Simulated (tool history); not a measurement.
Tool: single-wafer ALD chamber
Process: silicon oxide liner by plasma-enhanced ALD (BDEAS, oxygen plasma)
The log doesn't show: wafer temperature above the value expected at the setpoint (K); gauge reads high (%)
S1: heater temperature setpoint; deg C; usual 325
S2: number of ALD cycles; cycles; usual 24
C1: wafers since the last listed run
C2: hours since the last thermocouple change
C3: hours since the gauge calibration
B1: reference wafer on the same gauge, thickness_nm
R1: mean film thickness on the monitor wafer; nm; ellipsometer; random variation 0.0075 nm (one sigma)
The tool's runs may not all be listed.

run 1 day=0.000 | S1=325 S2=24 | C1=0 C2=1868.5 C3=416.0 | B1=2.089 | R1=2.047
run 2 day=0.621 | S1=325 S2=24 | C1=133 C2=1883.4 C3=430.9 | B1=2.085 | R1=2.018
run 3 day=1.458 | S1=325 S2=24 | C1=180 C2=1903.5 C3=451.0 | B1=2.082 | R1=2.042
run 4 day=2.492 | S1=325 S2=21 | C1=222 C2=1928.3 C3=475.8 | B1=2.079 | R1=1.778
run 5 day=3.492 | S1=325 S2=21 | C1=214 C2=1952.3 C3=499.8 | B1=2.077 | R1=1.774
run 6 day=4.633 | S1=314 S2=27 | C1=245 C2=1979.7 C3=527.2 | B1=2.079 | R1=2.309
run 7 day=5.242 | S1=314 S2=27 | C1=130 C2=1994.3 C3=541.8 | B1=2.077 | R1=2.314
run 8 day=5.842 | S1=314 S2=27 | C1=128 C2=2008.7 C3=556.2 | B1=2.071 | R1=2.313
run 9 day=6.496 | S1=325 S2=27 | C1=140 C2=2024.4 C3=571.9 | B1=2.074 | R1=2.284
run 10 day=8.400 | S1=325 S2=26 | C1=409 C2=2070.1 C3=617.6 | B1=2.069 | R1=2.175
run 11 day=9.412 | S1=325 S2=26 | C1=217 C2=2094.4 C3=641.9 | B1=2.067 | R1=2.188
run 12 day=10.158 | S1=325 S2=26 | C1=160 C2=2112.3 C3=659.8 | B1=2.066 | R1=2.179
run 13 day=11.192 | S1=325 S2=24 | C1=222 C2=2137.1 C3=684.6 | B1=2.063 | R1=2.011
run 14 day=11.912 | S1=325 S2=24 | C1=154 C2=2154.4 C3=701.9 | B1=2.063 | R1=2.008
run 15 day=12.746 | S1=325 S2=24 | C1=179 C2=2174.4 C3=721.9 | B1=2.061 | R1=2.027
run 16 day=13.383 | S1=325 S2=24 | C1=137 C2=2189.7 C3=737.2 | B1=2.056 | R1=2.007
run 17 day=17.112 | S1=318 S2=24 | C1=801 C2=2279.2 C3=826.7 | B1=2.049 | R1=2.022
-- day=17.900 gauge calibrated
run 18 day=17.912 | S1=330 S2=25 | C1=171 C2=2298.4 C3=0.3 | B1=2.130 | R1=2.159
run 19 day=18.500 | S1=319 S2=28 | C1=126 C2=2312.5 C3=14.4 | B1=2.127 | R1=2.451
-- day=18.967 thermocouple changed; heater temperature recalibrated
run 20 day=22.633 | S1=317 S2=24 | C1=816 C2=88.0 C3=113.6 | B1=2.117 | R1=2.103
run 21 day=24.050 | S1=336 S2=28 | C1=304 C2=122.0 C3=147.6 | B1=2.117 | R1=2.359
run 22 day=25.154 | S1=330 S2=21 | C1=237 C2=148.5 C3=174.1 | B1=2.117 | R1=1.792

Forecast run 23:
run 23 day=25.958 | S1=321 S2=29 | C1=172 C2=167.8 C3=193.4 | B1=? | R1=?

{"run 23": {"B1": 2.112, "R1": 2.509}}
Without the tool's hidden state the same run would have given R1 2.530 nm.
